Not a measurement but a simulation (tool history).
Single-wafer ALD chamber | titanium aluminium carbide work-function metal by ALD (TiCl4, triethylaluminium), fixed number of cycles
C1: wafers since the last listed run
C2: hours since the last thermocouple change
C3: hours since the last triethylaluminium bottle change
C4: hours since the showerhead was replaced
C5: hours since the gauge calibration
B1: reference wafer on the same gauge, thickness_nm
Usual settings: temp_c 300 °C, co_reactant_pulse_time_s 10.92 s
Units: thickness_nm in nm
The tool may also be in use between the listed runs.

run 1 hour=0 | temp_c=312 co_reactant_pulse_time_s=10.92 | C1=0 C2=2707.3 C3=1348 C4=4097.8 C5=479.1 | B1=2.228 | thickness_nm=2.229
run 2 hour=14 | temp_c=312 co_reactant_pulse_time_s=10.92 | C1=239 C2=2721.3 C3=1362 C4=4111.8 C5=493.1 | B1=2.23 | thickness_nm=2.239
run 3 hour=38.2 | temp_c=300 co_reactant_pulse_time_s=10.92 | C1=413 C2=2745.5 C3=1386.2 C4=4136 C5=517.3 | B1=2.231 | thickness_nm=2.081
run 4 hour=54.9 | temp_c=300 co_reactant_pulse_time_s=10.92 | C1=285 C2=2762.2 C3=1402.9 C4=4152.7 C5=534 | B1=2.231 | thickness_nm=2.107
run 5 hour=82.3 | temp_c=300 co_reactant_pulse_time_s=10.92 | C1=468 C2=2789.6 C3=1430.3 C4=4180.1 C5=561.4 | B1=2.23 | thickness_nm=2.09
run 6 hour=103.8 | temp_c=300 co_reactant_pulse_time_s=10.92 | C1=367 C2=2811.1 C3=1451.8 C4=4201.6 C5=582.9 | B1=2.229 | thickness_nm=2.077
run 7 hour=130.4 | temp_c=300 co_reactant_pulse_time_s=10.92 | C1=454 C2=2837.7 C3=1478.4 C4=4228.2 C5=609.5 | B1=2.229 | thickness_nm=2.075
run 8 hour=159.3 | temp_c=300 co_reactant_pulse_time_s=10.92 | C1=493 C2=2866.6 C3=1507.3 C4=4257.1 C5=638.4 | B1=2.232 | thickness_nm=2.111
-- hour=180.9 showerhead replaced
run 9 hour=181.4 | temp_c=300 co_reactant_pulse_time_s=10.92 | C1=240 C2=2888.7 C3=1529.4 C4=0.5 C5=660.5 | B1=2.232 | thickness_nm=2.077
run 10 hour=248 | temp_c=300 co_reactant_pulse_time_s=10.92 | C1=1137 C2=2955.3 C3=1596 C4=67.1 C5=727.1 | B1=2.229 | thickness_nm=2.112
run 11 hour=279.5 | temp_c=300 co_reactant_pulse_time_s=10.92 | C1=538 C2=2986.8 C3=1627.5 C4=98.6 C5=758.6 | B1=2.229 | thickness_nm=2.093
run 12 hour=302.2 | temp_c=292 co_reactant_pulse_time_s=10.92 | C1=387 C2=3009.5 C3=1650.2 C4=121.3 C5=781.3 | B1=2.231 | thickness_nm=2.021
run 13 hour=331.7 | temp_c=305 co_reactant_pulse_time_s=12.09 | C1=504 C2=3039 C3=1679.7 C4=150.8 C5=810.8 | B1=2.231 | thickness_nm=2.181
run 14 hour=349.3 | temp_c=300 co_reactant_pulse_time_s=10.92 | C1=300 C2=3056.6 C3=1697.3 C4=168.4 C5=828.4 | B1=2.231 | thickness_nm=2.105
run 15 hour=363.7 | temp_c=313 co_reactant_pulse_time_s=12.91 | C1=246 C2=3071 C3=1711.7 C4=182.8 C5=842.8 | B1=2.233 | thickness_nm=2.261
run 16 hour=389.2 | temp_c=304 co_reactant_pulse_time_s=8.74 | C1=435 C2=3096.5 C3=1737.2 C4=208.3 C5=868.3 | B1=2.229 | thickness_nm=2.012
-- hour=399.3 gauge calibrated
-- hour=400.7 thermocouple changed; heater temperature recalibrated
run 17 hour=417.3 | temp_c=292 co_reactant_pulse_time_s=10.92 | C1=343 C2=16.6 C3=1765.3 C4=236.4 C5=18 | B1=2.229 | thickness_nm=2.002
run 18 hour=452 | temp_c=294 co_reactant_pulse_time_s=10.92 | C1=592 C2=51.3 C3=1800 C4=271.1 C5=52.7 | B1=2.226 | thickness_nm=2.043
run 19 hour=471 | temp_c=314 co_reactant_pulse_time_s=8.73 | C1=324 C2=70.3 C3=1819 C4=290.1 C5=71.7 | B1=2.232 | thickness_nm=2.092
run 20 hour=500.1 | temp_c=300 co_reactant_pulse_time_s=10.92 | C1=497 C2=99.4 C3=1848.1 C4=319.2 C5=100.8 | B1=2.232 | thickness_nm=2.083
run 21 hour=525.5 | temp_c=290 co_reactant_pulse_time_s=10.92 | C1=433 C2=124.8 C3=1873.5 C4=344.6 C5=126.2 | B1=2.233 | thickness_nm=1.999
run 22 hour=552.7 | temp_c=310 co_reactant_pulse_time_s=9.12 | C1=464 C2=152 C3=1900.7 C4=371.8 C5=153.4 | B1=2.234 | thickness_nm=2.097
-- hour=588 triethylaluminium bottle replaced
run 23 hour=588.5 | temp_c=300 co_reactant_pulse_time_s=10.92 | C1=474 C2=187.8 C3=0.5 C4=407.6 C5=189.2 | B1=2.231 | thickness_nm=2.089
run 24 hour=620.1 | temp_c=289 co_reactant_pulse_time_s=8.82 | C1=539 C2=219.4 C3=32.1 C4=439.2 C5=220.8 | B1=2.228 | thickness_nm=1.856
run 25 hour=634.6 | temp_c=300 co_reactant_pulse_time_s=12.77 | C1=247 C2=233.9 C3=46.6 C4=453.7 C5=235.3 | B1=2.23 | thickness_nm=2.119
run 26 hour=657.4 | temp_c=287 co_reactant_pulse_time_s=10.92 | C1=389 C2=256.7 C3=69.4 C4=476.5 C5=258.1 | B1=2.229 | thickness_nm=1.957
run 27 hour=679.6 | temp_c=286 co_reactant_pulse_time_s=10.92 | C1=379 C2=278.9 C3=91.6 C4=498.7 C5=280.3 | B1=2.232 | thickness_nm=1.942
run 28 hour=715.1 | temp_c=286 co_reactant_pulse_time_s=9.69 | C1=606 C2=314.4 C3=127.1 C4=534.2 C5=315.8 | B1=2.232 | thickness_nm=1.899
run 29 hour=749.1 | temp_c=300 co_reactant_pulse_time_s=7.8 | C1=580 C2=348.4 C3=161.1 C4=568.2 C5=349.8 | B1=2.227 | thickness_nm=1.829
run 30 hour=781.7 | temp_c=314 co_reactant_pulse_time_s=12.51 | C1=556 C2=381 C3=193.7 C4=600.8 C5=382.4 | B1=2.231 | thickness_nm=2.278
run 31 hour=816.4 | temp_c=300 co_reactant_pulse_time_s=9.78 | C1=592 C2=415.7 C3=228.4 C4=635.5 C5=417.1 | B1=2.23 | thickness_nm=2.034
run 32 hour=843.3 | temp_c=300 co_reactant_pulse_time_s=9.4 | C1=459 C2=442.6 C3=255.3 C4=662.4 C5=444 | B1=2.231 | thickness_nm=2.044

Hidden state at the last listed run before each entry between runs and at the first one after, where it differs:
Between runs 8 and 9: showerhead replaced (hour 180.9)
  no hidden state differs between the two runs
Between runs 16 and 17: gauge calibrated (hour 399.3); thermocouple changed; heater temperature recalibrated (hour 400.7)
  no hidden state differs between the two runs
Between runs 22 and 23: triethylaluminium bottle replaced (hour 588)
  no hidden state differs between the two runs
